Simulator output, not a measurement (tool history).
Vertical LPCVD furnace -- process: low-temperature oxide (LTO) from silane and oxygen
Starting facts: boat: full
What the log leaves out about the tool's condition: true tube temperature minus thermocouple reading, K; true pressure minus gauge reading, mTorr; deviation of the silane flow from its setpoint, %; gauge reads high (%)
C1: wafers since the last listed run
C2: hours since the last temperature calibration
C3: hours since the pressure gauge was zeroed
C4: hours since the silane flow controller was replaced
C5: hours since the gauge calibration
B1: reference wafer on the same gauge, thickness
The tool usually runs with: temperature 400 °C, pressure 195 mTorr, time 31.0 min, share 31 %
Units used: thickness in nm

run 1 hour=0.0 | temperature=392 pressure=195 time=31.0 share=31 | C1=0 C2=2023.4 C3=3738.3 C4=3378.7 C5=68.0 | B1=192.91 | thickness=165.94
run 2 hour=17.4 | temperature=392 pressure=195 time=31.0 share=31 | C1=277 C2=2040.8 C3=3755.7 C4=3396.1 C5=85.4 | B1=192.94 | thickness=165.95
run 3 hour=25.1 | temperature=400 pressure=165 time=31.0 share=35 | C1=123 C2=2048.5 C3=3763.4 C4=3403.8 C5=93.1 | B1=193.05 | thickness=182.48
run 4 hour=34.3 | temperature=400 pressure=165 time=31.0 share=35 | C1=146 C2=2057.7 C3=3772.6 C4=3413.0 C5=102.3 | B1=192.96 | thickness=181.89
run 5 hour=51.2 | temperature=400 pressure=165 time=31.0 share=35 | C1=269 C2=2074.6 C3=3789.5 C4=3429.9 C5=119.2 | B1=192.98 | thickness=183.05
run 6 hour=62.5 | temperature=400 pressure=195 time=31.0 share=31 | C1=180 C2=2085.9 C3=3800.8 C4=3441.2 C5=130.5 | B1=192.96 | thickness=182.01
run 7 hour=68.5 | temperature=400 pressure=195 time=31.0 share=31 | C1=95 C2=2091.9 C3=3806.8 C4=3447.2 C5=136.5 | B1=193.00 | thickness=182.04
run 8 hour=104.0 | temperature=400 pressure=195 time=31.0 share=31 | C1=567 C2=2127.4 C3=3842.3 C4=3482.7 C5=172.0 | B1=192.99 | thickness=182.41
-- hour=133.2 thermocouples replaced and temperature profile calibrated
-- hour=145.0 silane flow controller replaced
run 9 hour=145.5 | temperature=400 pressure=195 time=23.5 share=31 | C1=90 C2=12.3 C3=3883.8 C4=0.5 C5=213.5 | B1=192.95 | thickness=131.97
run 10 hour=149.2 | temperature=400 pressure=195 time=23.5 share=31 | C1=59 C2=16.0 C3=3887.5 C4=4.2 C5=217.2 | B1=192.99 | thickness=131.56
run 11 hour=152.8 | temperature=400 pressure=195 time=34.5 share=31 | C1=57 C2=19.6 C3=3891.1 C4=7.8 C5=220.8 | B1=193.10 | thickness=193.16
-- hour=180.9 pressure gauge zeroed
run 12 hour=181.4 | temperature=400 pressure=195 time=34.5 share=31 | C1=73 C2=48.2 C3=0.5 C4=36.4 C5=249.4 | B1=192.94 | thickness=193.82
run 13 hour=185.1 | temperature=400 pressure=195 time=34.5 share=31 | C1=59 C2=51.9 C3=4.2 C4=40.1 C5=253.1 | B1=192.99 | thickness=193.63
run 14 hour=190.8 | temperature=400 pressure=195 time=31.0 share=31 | C1=91 C2=57.6 C3=9.9 C4=45.8 C5=258.8 | B1=192.97 | thickness=173.79
-- hour=201.1 gauge calibrated
run 15 hour=204.1 | temperature=400 pressure=195 time=31.0 share=31 | C1=212 C2=70.9 C3=23.2 C4=59.1 C5=3.0 | B1=193.08 | thickness=173.99
run 16 hour=219.4 | temperature=400 pressure=210 time=31.0 share=29 | C1=244 C2=86.2 C3=38.5 C4=74.4 C5=18.3 | B1=192.98 | thickness=169.87
run 17 hour=229.9 | temperature=400 pressure=195 time=31.0 share=31 | C1=167 C2=96.7 C3=49.0 C4=84.9 C5=28.8 | B1=193.03 | thickness=174.43
run 18 hour=239.9 | temperature=400 pressure=195 time=24.0 share=31 | C1=159 C2=106.7 C3=59.0 C4=94.9 C5=38.8 | B1=193.12 | thickness=134.64
run 19 hour=253.8 | temperature=400 pressure=195 time=23.5 share=31 | C1=222 C2=120.6 C3=72.9 C4=108.8 C5=52.7 | B1=192.95 | thickness=131.77
run 20 hour=263.6 | temperature=404 pressure=230 time=40.5 share=36 | C1=156 C2=130.4 C3=82.7 C4=118.6 C5=62.5 | B1=192.97 | thickness=344.88
run 21 hour=272.6 | temperature=390 pressure=195 time=35.5 share=31 | C1=143 C2=139.4 C3=91.7 C4=127.6 C5=71.5 | B1=193.03 | thickness=177.63
run 22 hour=310.5 | temperature=392 pressure=195 time=31.0 share=31 | C1=605 C2=177.3 C3=129.6 C4=165.5 C5=109.4 | B1=192.95 | thickness=158.76
run 23 hour=317.2 | temperature=400 pressure=195 time=20.0 share=28 | C1=107 C2=184.0 C3=136.3 C4=172.2 C5=116.1 | B1=193.08 | thickness=96.90
run 24 hour=333.3 | temperature=390 pressure=150 time=41.5 share=35 | C1=257 C2=200.1 C3=152.4 C4=188.3 C5=132.2 | B1=193.00 | thickness=189.51
run 25 hour=347.9 | temperature=400 pressure=225 time=24.0 share=31 | C1=233 C2=214.7 C3=167.0 C4=202.9 C5=146.8 | B1=193.03 | thickness=155.89
run 26 hour=354.5 | temperature=400 pressure=195 time=31.0 share=31 | C1=105 C2=221.3 C3=173.6 C4=209.5 C5=153.4 | B1=192.97 | thickness=174.58
run 27 hour=364.2 | temperature=400 pressure=155 time=31.0 share=31 | C1=154 C2=231.0 C3=183.3 C4=219.2 C5=163.1 | B1=193.05 | thickness=139.10
run 28 hour=378.3 | temperature=400 pressure=195 time=23.5 share=31 | C1=225 C2=245.1 C3=197.4 C4=233.3 C5=177.2 | B1=193.04 | thickness=132.47

5 options for the next run, each taken on its own from the tool as it stands now. Forecast them:
run A hour=382.1 | temperature=400 pressure=195 time=31.0 share=31 | C1=60 C2=248.9 C3=201.2 C4=237.1 C5=181.0 | B1=? | thickness=?
run B hour=382.1 | temperature=400 pressure=195 time=24.5 share=31 | C1=60 C2=248.9 C3=201.2 C4=237.1 C5=181.0 | B1=? | thickness=?
run C hour=382.1 | temperature=400 pressure=230 time=31.0 share=28 | C1=60 C2=248.9 C3=201.2 C4=237.1 C5=181.0 | B1=? | thickness=?
run D hour=382.1 | temperature=411 pressure=195 time=37.0 share=33 | C1=60 C2=248.9 C3=201.2 C4=237.1 C5=181.0 | B1=? | thickness=?
run E hour=382.1 | temperature=393 pressure=160 time=42.0 share=33 | C1=60 C2=248.9 C3=201.2 C4=237.1 C5=181.0 | B1=? | thickness=?

run=A B1=193.03 thickness=174.82
run=B B1=193.03 thickness=138.17
run=C B1=193.03 thickness=177.49
run=D B1=193.03 thickness=258.30
run=E B1=193.03 thickness=195.49
Without the tool's hidden state the same runs would have given:
run=A thickness=173.88
run=B thickness=137.42
run=C thickness=176.50
run=D thickness=256.98
run=E thickness=194.42
